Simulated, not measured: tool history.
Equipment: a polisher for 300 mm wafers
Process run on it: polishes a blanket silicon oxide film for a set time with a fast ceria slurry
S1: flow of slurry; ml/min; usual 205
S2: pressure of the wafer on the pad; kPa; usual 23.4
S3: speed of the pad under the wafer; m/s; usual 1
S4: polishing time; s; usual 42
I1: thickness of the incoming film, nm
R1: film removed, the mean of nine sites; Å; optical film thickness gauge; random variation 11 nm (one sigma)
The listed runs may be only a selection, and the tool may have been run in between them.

run,day,S1,S2,S3,S4,I1,R1
1,0,205,23.4,1,42,2330.1,9346
2,1.892,205,23.4,1,42,2257.6,9667
# day 2.392: slurry nozzle cleaned
3,4.338,205,23.4,0.84,42,2281.6,7934
4,6.15,205,23.4,0.84,42,2263.2,8018
5,9.017,205,23.4,0.84,42,2271.9,7934
# day 10.658: worn pad replaced by a new one
# day 11.825: head pressure recalibrated
# day 22.1: slurry nozzle cleaned
6,22.496,205,23.4,1.08,42,2263.5,10355
7,24.762,205,23.4,1.08,42,2269.8,10362
8,27.871,205,23.4,1.08,42,2259.8,10225
# day 30.333: worn pad replaced by a new one
# day 30.362: head pressure recalibrated
9,30.379,205,23.4,1,42,2273.1,9564
10,32.958,205,23.4,1,42,2265.9,9566
11,35.021,205,23.4,1,42,2292.6,9518
# day 38.908: slurry nozzle cleaned
12,39.283,205,23.4,1,42,2299.8,9746
13,40.833,205,23.4,1,42,2245.1,9647
14,44.642,205,27.6,1,42,2273.8,11463
15,48.196,245,23.4,1,42,2260.4,9693
# day 49.329: head pressure recalibrated
# day 49.708: worn pad replaced by a new one
16,51.462,205,15.9,1,42,2279.3,6417
17,54.825,205,17.9,1,51,2279.5,8906
# day 60.317: slurry nozzle cleaned
18,60.862,205,23.4,1,42,2276.2,9588
19,64.979,175,30.3,0.82,32,2280.2,7391
# day 67.738: head pressure recalibrated
20,69.404,205,23.4,0.88,42,2324.6,7620
# day 70.483: worn pad replaced by a new one
21,72.8,205,23.4,1,42,2291.3,9695
22,76.304,205,23.4,1,42,2302.9,9610
23,80.579,205,23.4,1.1,42,2264.6,10902
# day 80.767: slurry nozzle cleaned
24,84.2,165,31.7,1.36,36,2270.5,15067
# day 84.892: head pressure recalibrated
25,86.067,205,19.3,1,42,2302,7430
# day 90.488: worn pad replaced by a new one
26,90.508,150,23.4,1,50,2276.5,10866
27,92.896,205,23.4,0.84,42,2257.6,8123
28,95.858,205,23.4,0.84,42,2291.4,8231

Forecast each of these 4 alternatives for the next run:
A,95.875,205,29.6,1,42,2263.4,?
B,95.875,205,25.5,1,28,2263.4,?
C,95.875,170,15.9,0.86,47,2263.4,?
D,95.875,145,23.4,1,42,2263.4,?

run,R1
A,12507
B,7174
C,6250
D,9309
Had the tool no hidden state, the same runs would have come out as:
run,R1
A,12240
B,7021
C,6117
D,9111

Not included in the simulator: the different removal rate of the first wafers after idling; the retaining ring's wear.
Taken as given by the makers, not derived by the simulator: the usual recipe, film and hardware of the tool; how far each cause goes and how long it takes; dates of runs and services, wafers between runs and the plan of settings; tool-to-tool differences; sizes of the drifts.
